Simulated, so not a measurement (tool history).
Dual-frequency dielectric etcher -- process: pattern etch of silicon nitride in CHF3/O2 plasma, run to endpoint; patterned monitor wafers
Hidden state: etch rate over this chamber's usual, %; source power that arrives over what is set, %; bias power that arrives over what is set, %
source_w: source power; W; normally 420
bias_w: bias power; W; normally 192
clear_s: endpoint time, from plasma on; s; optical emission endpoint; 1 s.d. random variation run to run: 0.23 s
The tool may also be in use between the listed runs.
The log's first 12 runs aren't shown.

run	hour	source_w	bias_w	wafers since the last listed run	hours since the last wet clean	hours since the last source power generator calibration	hours since the last bias power generator calibration	hours since the last upper electrode change	incoming incoming film thickness, nm	clear_s
13	154.5	420	220	132	452.2	2184.6	4082.8	5113	54.8	40.2
14	167.6	420	233	123	465.3	2197.7	4095.9	5126.1	55.1	39.5
15	174.7	390	211	67	472.4	2204.8	4103	5133.2	54.8	41.7
16	187.5	330	146	121	485.2	2217.6	4115.8	5146	55.3	51.6
17	196.5	420	192	85	494.2	2226.6	4124.8	5155	54.3	41.5
18	204.5	480	230	75	502.2	2234.6	4132.8	5163	54.5	37.2
# hour 215.9: bias power generator calibrated
19	216.8	420	192	78	514.5	2246.9	0.9	5175.3	54.5	41.8
20	228.8	330	225	113	526.5	2258.9	12.9	5187.3	54.7	44
21	243.1	390	211	135	540.8	2273.2	27.2	5201.6	54.2	41.4
22	255.2	470	169	114	552.9	2285.3	39.3	5213.7	54.1	40.8
# hour 265.4: source power generator calibrated
# hour 284: upper electrode replaced
# hour 286.4: wet clean of the chamber
23	286.9	420	232	63	0.5	21.5	71	2.9	55	40.5
24	287.3	350	175	3	0.9	21.9	71.4	3.3	54.5	48.4
25	289.8	420	192	23	3.4	24.4	73.9	5.8	54.9	43.6
26	304.8	450	209	141	18.4	39.4	88.9	20.8	54.2	40.3
27	317.7	420	177	121	31.3	52.3	101.8	33.7	54.3	43.6
28	334.3	390	217	156	47.9	68.9	118.4	50.3	54.6	42.5
29	386	360	192	488	99.6	120.6	170.1	102	54.4	46.1
30	397.9	500	224	112	111.5	132.5	182	113.9	54.8	37.7
31	406.6	370	192	82	120.2	141.2	190.7	122.6	54.3	45.4
32	420.8	520	192	134	134.4	155.4	204.9	136.8	55.1	39.3
33	437.8	320	232	160	151.4	172.4	221.9	153.8	54.5	45.1
34	448.7	510	148	103	162.3	183.3	232.8	164.7	54.8	42.5

5 ways to go on from here, each from the tool as it stands after run 34. What would each give?
A	449.1	420	173	3	162.7	183.7	233.2	165.1	55	?
B	449.1	490	157	3	162.7	183.7	233.2	165.1	55	?
C	449.1	500	218	3	162.7	183.7	233.2	165.1	55	?
D	449.1	460	227	3	162.7	183.7	233.2	165.1	55	?
E	449.1	420	217	3	162.7	183.7	233.2	165.1	55	?

run	clear_s
A	44.2
B	42.7
C	38
D	38.8
E	41
The same runs, with their run-to-run variation unchanged, on a tool lacking any hidden condition would have given:
run	clear_s
A	44.6
B	43
C	38.3
D	39.1
E	41.3

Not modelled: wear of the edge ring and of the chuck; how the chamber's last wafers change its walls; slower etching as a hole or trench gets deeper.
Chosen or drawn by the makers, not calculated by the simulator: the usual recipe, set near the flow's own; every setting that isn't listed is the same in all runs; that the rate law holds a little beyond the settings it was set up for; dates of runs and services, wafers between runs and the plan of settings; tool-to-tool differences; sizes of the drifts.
